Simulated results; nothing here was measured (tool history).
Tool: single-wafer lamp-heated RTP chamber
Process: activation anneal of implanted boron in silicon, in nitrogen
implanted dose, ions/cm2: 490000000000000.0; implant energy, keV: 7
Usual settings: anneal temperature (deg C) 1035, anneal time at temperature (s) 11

run	hour	anneal temperature (deg C)	anneal time at temperature (s)	wafers since the last listed run	wafers since the last pyrometer calibration	wafers since the reflector plate was cleaned	hours since the gauge calibration	read-back reference wafer on the same gauge, sheet resistance	sheet resistance of the implanted and annealed layer (ohm/square)
1	0	1018	11	0	2704	4297	31.9	216.7	237.23
2	104	1035	11	1976	4680	6274	135.9	216.87	236.8
3	132	1035	11	532	5212	6806	163.9	216.91	236.48
4	176.9	1035	11	853	6066	7659	208.8	216.91	236.49
# hour 234.8: pyrometer window cleaned and pyrometer calibrated
5	247.3	1035	11	1185	237	8845	279.2	216.8	236.44
6	315.9	1035	11	1303	1541	10148	347.8	216.97	236.56
7	365.9	1035	13	950	2491	11098	397.8	216.93	235.87
8	429.6	1035	11	1210	3702	12309	461.5	217.06	236.74
# hour 454: reflector plate cleaned
9	489.1	1035	11	978	4680	666	521	217.18	237.33
10	514.5	1035	11	482	5163	1149	546.4	217.22	236.99
11	580.9	1035	11	1261	6425	2410	612.8	217.34	236.96
# hour 620.8: pyrometer window cleaned and pyrometer calibrated
12	621.3	1052	9	615	9	3026	653.2	217.46	236.87
13	699.4	1035	11	1484	1493	4510	731.3	217.41	237.11
14	824.4	1035	11	2375	3869	6886	856.3	217.61	237.85
15	849.3	1043	17	473	4342	7359	881.2	217.68	235.63
16	884.4	1059	13	667	5009	8026	916.3	217.79	236.4
17	935.5	1013	16	971	5980	8997	967.4	217.84	238.13
18	963.5	1049	11	532	6512	9529	995.4	217.95	238.19
19	1001.1	1035	15	714	7226	10243	1033	218.03	237.22
20	1026.4	1058	8	480	7707	10724	1058.3	218.07	237.96
# hour 1069.8: pyrometer window cleaned and pyrometer calibrated
21	1074.7	1047	14	765	93	11490	1106.6	218.23	237.05
22	1102.6	1050	13	530	623	12020	1134.5	218.34	237.35
23	1133.6	1013	6	589	1213	12609	1165.5	218.45	240.72
# hour 1201.1: reflector plate cleaned
24	1201.6	1035	11	1140	2353	9	1233.5	218.52	239.11
25	1227	1019	7	482	2835	492	1258.9	218.63	240.24
26	1264.6	1035	7	714	3550	1207	1296.5	218.85	238.95
# hour 1323.3: gauge calibrated
27	1327.1	1006	16	1187	4738	2394	3.8	216.96	237.72
28	1427.1	1013	16	1900	6638	4295	103.8	217.02	237.24
29	1481.2	1027	11	1028	7666	5323	157.9	217	236.39
# hour 1500.4: pyrometer window cleaned and pyrometer calibrated
30	1518.3	1053	16	552	340	5876	195	217.06	235.21
31	1564.1	1035	11	870	1210	6746	240.8	216.96	236.89
32	1614.9	1049	16	965	2175	7711	291.6	217.12	235.15
33	1699.6	1052	16	1609	3785	9321	376.3	217.16	235.09
34	1790	1035	11	1717	5503	11039	466.7	217.28	236.27
# hour 1812.5: reflector plate cleaned
35	1817.3	1026	6	366	5869	91	494	217.27	238.3

5 ways to go on from here, each from the tool as it stands after run 35. What would each give?
A	1817.7	1035	11	7	5877	99	494.4	?	?
B	1817.7	1018	8	7	5877	99	494.4	?	?
C	1817.7	1065	8	7	5877	99	494.4	?	?
D	1817.7	1052	11	7	5877	99	494.4	?	?
E	1817.7	1012	18	7	5877	99	494.4	?	?

run	read-back reference wafer on the same gauge, sheet resistance	sheet resistance of the implanted and annealed layer (ohm/square)
A	217.17	236.93
B	217.17	238.42
C	217.17	237.01
D	217.17	236.43
E	217.17	237.34
Without the tool's hidden state the same runs would have given:
run	sheet resistance of the implanted and annealed layer (ohm/square)
A	236.61
B	238.11
C	236.69
D	236.12
E	237.02

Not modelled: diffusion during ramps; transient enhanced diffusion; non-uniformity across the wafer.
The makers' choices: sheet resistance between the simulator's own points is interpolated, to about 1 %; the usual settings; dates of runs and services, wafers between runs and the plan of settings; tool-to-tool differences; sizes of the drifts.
